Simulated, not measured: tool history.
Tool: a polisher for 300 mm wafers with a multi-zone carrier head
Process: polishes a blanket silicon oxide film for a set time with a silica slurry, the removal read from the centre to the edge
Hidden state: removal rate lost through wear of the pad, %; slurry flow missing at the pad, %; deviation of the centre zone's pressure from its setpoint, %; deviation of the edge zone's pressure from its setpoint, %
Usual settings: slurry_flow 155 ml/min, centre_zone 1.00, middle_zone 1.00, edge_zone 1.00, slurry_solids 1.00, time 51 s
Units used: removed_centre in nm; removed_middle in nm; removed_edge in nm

run     day  slurry_flow  centre_zone  middle_zone  edge_zone  slurry_solids  time  wafers since the last listed run  wafers polished on this pad  hours since the slurry nozzle was cleaned  hours since the centre zone pressure was calibrated  hours since the edge zone pressure was calibrated  hours since the carrier head's membrane was replaced  incoming thickness of the incoming film, nm  removed_centre  removed_middle  removed_edge
  1   0.000          155         1.00         1.00       1.00           1.00    51                                 0                          594                                      355.4                                                651.5                                              780.1                                                 420.7                                       1452.9           195.9           195.4         197.2
  2   2.183          155         1.00         1.00       1.00           1.00    51                               697                         1292                                      407.8                                                703.9                                              832.5                                                 473.1                                       1432.2           191.1           187.5         193.5
      3.088  -- worn pad replaced by a new one
  3   5.912          155         1.00         1.00       1.00           1.00    51                              1138                          902                                      497.3                                                793.4                                              922.0                                                 562.6                                       1467.1           192.1           190.0         197.0
  4   6.962          155         1.00         1.00       1.00           1.00    51                               335                         1238                                      522.5                                                818.6                                              947.2                                                 587.8                                       1458.2           190.2           187.7         191.4
  5   7.525          155         1.00         1.00       1.00           1.00    51                               179                         1418                                      536.0                                                832.1                                              960.7                                                 601.3                                       1486.5           187.0           185.2         191.7
  6   8.600          155         1.00         1.00       1.00           1.00    51                               343                         1761                                      561.8                                                857.9                                              986.5                                                 627.1                                       1455.1           183.2           181.6         188.1
      9.346  -- worn pad replaced by a new one
     11.721  -- slurry nozzle cleaned
     12.125  -- carrier head's membrane replaced by a new one
  7  12.971          155         1.00         1.00       1.00           1.00    51                              1263                         1077                                       30.0                                                962.8                                             1091.4                                                  20.3                                       1460.9           193.3           193.1         195.8
     14.275  -- worn pad replaced by a new one
  8  14.296          145         1.00         1.00       1.00           1.00    51                               370                            7                                       61.8                                                994.6                                             1123.2                                                  52.1                                       1457.5           202.8           198.9         207.3
  9  14.838          145         1.00         1.00       1.00           1.00    51                               173                          180                                       74.8                                               1007.6                                             1136.2                                                  65.1                                       1450.8           198.4           197.2         207.5
 10  15.683          145         1.00         1.00       1.00           1.00    51                               270                          450                                       95.1                                               1027.9                                             1156.5                                                  85.4                                       1466.8           195.2           196.3         204.2
     16.646  -- edge zone pressure recalibrated
     16.983  -- centre zone pressure recalibrated
     19.050  -- worn pad replaced by a new one, of another model than before
 11  19.671          155         1.00         1.00       1.00           1.00    64                              1167                          198                                      190.8                                                 64.5                                               72.6                                                 181.1                                       1482.2           256.7           249.3         263.4
 12  21.025          155         0.95         1.00       1.00           1.15    46                               432                          631                                      223.3                                                 97.0                                              105.1                                                 213.6                                       1461.8           177.0           184.6         192.1
 13  22.350          190         1.00         1.00       0.96           1.00    51                               423                         1054                                      255.1                                                128.8                                              136.9                                                 245.4                                       1469.7           202.6           197.1         202.7
 14  23.396          155         1.00         1.00       1.00           1.00    51                               334                         1388                                      280.2                                                153.9                                              162.0                                                 270.5                                       1460.4           191.7           187.2         188.2
     24.158  -- worn pad replaced by a new one
 15  24.179          155         0.94         1.00       1.00           1.00    51                               197                            6                                      299.0                                                172.7                                              180.8                                                 289.3                                       1449.3           189.1           203.4         205.9
 16  24.858          145         1.00         1.00       1.00           1.00    51                               217                          223                                      315.3                                                189.0                                              197.1                                                 305.6                                       1465.4           199.3           196.2         206.8
 17  25.475          155         1.00         1.00       1.00           1.00    51                               197                          420                                      330.1                                                203.8                                              211.9                                                 320.4                                       1464.0           201.7           198.2         203.5
 18  26.121          155         1.06         0.93       0.90           1.00    68                               206                          626                                      345.6                                                219.3                                              227.4                                                 335.9                                       1464.9           281.3           246.6         250.4
 19  26.742          155         1.09         1.06       1.00           1.00    60                               198                          824                                      360.5                                                234.2                                              242.3                                                 350.8                                       1449.8           251.8           239.6         235.5
 20  27.392          155         1.00         1.00       0.95           1.00    51                               207                         1032                                      376.1                                                249.8                                              257.9                                                 366.4                                       1454.0           192.7           190.2         193.2

3 ways to go on from here, each from the tool as it stands after run 20. What would each give?
  A  27.408          155         1.00         1.00       1.10           1.00    51                                 5                         1038                                      376.5                                                250.2                                              258.3                                                 366.8                                       1482.3               ?               ?             ?
  B  27.408          155         1.00         1.00       1.00           1.20    51                                 5                         1038                                      376.5                                                250.2                                              258.3                                                 366.8                                       1482.3               ?               ?             ?
  C  27.408          155         0.96         1.00       1.00           1.00    51                                 5                         1038                                      376.5                                                250.2                                              258.3                                                 366.8                                       1482.3               ?               ?             ?

run  removed_centre  removed_middle  removed_edge
  A           192.1           189.9         204.5
  B           202.0           199.8         205.2
  C           184.3           190.0         195.1
With the hidden condition removed and each run's random variation left untouched, the same runs would have given:
run  removed_centre  removed_middle  removed_edge
  A           204.3           202.0         217.5
  B           214.8           212.5         218.2
  C           196.0           202.1         207.5
